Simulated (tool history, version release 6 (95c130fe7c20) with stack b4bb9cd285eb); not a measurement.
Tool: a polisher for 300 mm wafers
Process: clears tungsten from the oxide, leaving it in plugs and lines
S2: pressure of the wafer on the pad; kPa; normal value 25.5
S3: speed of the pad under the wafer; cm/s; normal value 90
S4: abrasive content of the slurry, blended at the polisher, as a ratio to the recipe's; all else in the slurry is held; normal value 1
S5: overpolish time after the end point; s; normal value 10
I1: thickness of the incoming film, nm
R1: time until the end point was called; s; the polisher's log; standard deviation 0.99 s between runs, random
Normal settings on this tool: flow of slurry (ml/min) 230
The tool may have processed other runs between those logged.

run 1 hour=0 | flow_of_slurry_(ml/min)=230 S2=25.5 S3=108 S4=1 S5=10 | I1=305 | R1=66.5
run 2 hour=12 | flow_of_slurry_(ml/min)=230 S2=25.5 S3=90 S4=1 S5=10 | I1=301.1 | R1=81.4
run 3 hour=25.8 | flow_of_slurry_(ml/min)=230 S2=25.5 S3=90 S4=1 S5=10 | I1=298 | R1=80.1
run 4 hour=32.3 | flow_of_slurry_(ml/min)=230 S2=25.5 S3=90 S4=1.2 S5=10 | I1=297.7 | R1=77.5
-- hour=42.2 slurry blender recalibrated
run 5 hour=49.1 | flow_of_slurry_(ml/min)=295 S2=25.5 S3=90 S4=0.75 S5=10 | I1=295.6 | R1=84.4
run 6 hour=63.1 | flow_of_slurry_(ml/min)=230 S2=17.2 S3=90 S4=1 S5=10 | I1=298.9 | R1=121.8
run 7 hour=73.8 | flow_of_slurry_(ml/min)=295 S2=25.5 S3=90 S4=0.75 S5=10 | I1=302 | R1=86.4
run 8 hour=88.8 | flow_of_slurry_(ml/min)=230 S2=25.5 S3=108 S4=1 S5=10 | I1=294.3 | R1=70.6
-- hour=92.9 slurry tank refilled with fresh slurry and peroxide
run 9 hour=103.4 | flow_of_slurry_(ml/min)=230 S2=25.5 S3=62 S4=1 S5=10 | I1=299.8 | R1=120.1
run 10 hour=115.3 | flow_of_slurry_(ml/min)=230 S2=25.5 S3=62 S4=1 S5=10 | I1=300.7 | R1=125.8
-- hour=125.7 slurry nozzle cleaned
-- hour=126.7 worn pad replaced by a new one
run 11 hour=128.8 | flow_of_slurry_(ml/min)=230 S2=25.5 S3=90 S4=1 S5=6 | I1=299 | R1=77.4
run 12 hour=138 | flow_of_slurry_(ml/min)=230 S2=25.5 S3=90 S4=1 S5=10 | I1=299.1 | R1=77.7
run 13 hour=144.3 | flow_of_slurry_(ml/min)=190 S2=25.5 S3=80 S4=1.2 S5=10 | I1=301.3 | R1=88.7
run 14 hour=160.1 | flow_of_slurry_(ml/min)=185 S2=25.5 S3=90 S4=1 S5=10 | I1=300.1 | R1=82.4
run 15 hour=166.8 | flow_of_slurry_(ml/min)=230 S2=33.8 S3=118 S4=1.15 S5=10 | I1=298 | R1=45.3
run 16 hour=174.8 | flow_of_slurry_(ml/min)=230 S2=25.5 S3=90 S4=1 S5=10 | I1=302.1 | R1=78.9
-- hour=177.7 head pressure recalibrated
run 17 hour=183.1 | flow_of_slurry_(ml/min)=230 S2=25.5 S3=90 S4=1 S5=10 | I1=297.9 | R1=80.4
run 18 hour=197.7 | flow_of_slurry_(ml/min)=230 S2=25.5 S3=90 S4=0.8 S5=10 | I1=298.3 | R1=86
run 19 hour=208 | flow_of_slurry_(ml/min)=270 S2=25.5 S3=68 S4=1 S5=10 | I1=301.3 | R1=108.8

Predict the results of run 20:
run 20 hour=223.2 | flow_of_slurry_(ml/min)=230 S2=25.5 S3=68 S4=1 S5=10 | I1=294.6 | R1=?

Run 20 measured R1 107.7 s.
Take away the tool's hidden state, keep the run-to-run variation as it was, and the same run would have given R1 98.7 s.
